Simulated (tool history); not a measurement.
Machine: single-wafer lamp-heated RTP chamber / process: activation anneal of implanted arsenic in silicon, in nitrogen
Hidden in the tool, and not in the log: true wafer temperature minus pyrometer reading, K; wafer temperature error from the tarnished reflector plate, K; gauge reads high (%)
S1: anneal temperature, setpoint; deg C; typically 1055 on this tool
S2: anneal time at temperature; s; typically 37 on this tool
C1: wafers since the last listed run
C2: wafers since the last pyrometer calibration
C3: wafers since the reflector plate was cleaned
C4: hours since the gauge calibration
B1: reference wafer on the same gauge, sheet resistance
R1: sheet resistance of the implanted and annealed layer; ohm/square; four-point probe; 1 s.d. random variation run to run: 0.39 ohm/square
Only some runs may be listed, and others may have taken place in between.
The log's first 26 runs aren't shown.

run	hour	S1	S2	C1	C2	C3	C4	B1	R1
27	1204.3	1055	37	209	2378	3597	726.9	106.21	89.26
28	1254.8	1055	37	416	2795	4014	777.4	106.46	89.76
29	1317.1	1031	45	514	3309	4528	839.7	106.91	94.72
30	1346.9	1077	37	245	3555	4774	869.5	107.05	84.07
31	1371	1028	58	198	3754	4973	893.6	107.19	93.15
32	1418.3	1055	37	390	4144	5363	940.9	107.54	90.27
33	1445.2	1078	21	222	4366	5586	967.8	107.63	90.04
34	1470.9	1028	58	212	4578	5798	993.5	107.92	93.4
35	1496.3	1045	17	209	4788	6007	1018.9	108.02	101.87
# hour 1525.8: gauge calibrated
36	1558.9	1035	52	516	5305	6524	33.1	104.56	89.51
37	1618.7	1055	55	493	5798	7018	92.9	104.66	83.63
# hour 1645.1: pyrometer window cleaned and pyrometer calibrated
38	1679.2	1044	37	433	281	7451	153.4	104.75	89.82

What if the next run were any one of these 3? Each begins from the tool's condition after run 38:
A	1679.6	1055	30	3	284	7454	153.8	?	?
B	1679.6	1067	47	3	284	7454	153.8	?	?
C	1679.6	1064	56	3	284	7454	153.8	?	?

run	B1	R1
A	104.66	90.66
B	104.66	83.08
C	104.66	82.06
The same runs, with their run-to-run variation unchanged, on a tool lacking any hidden condition would have given:
run	R1
A	90.12
B	82.58
C	81.57

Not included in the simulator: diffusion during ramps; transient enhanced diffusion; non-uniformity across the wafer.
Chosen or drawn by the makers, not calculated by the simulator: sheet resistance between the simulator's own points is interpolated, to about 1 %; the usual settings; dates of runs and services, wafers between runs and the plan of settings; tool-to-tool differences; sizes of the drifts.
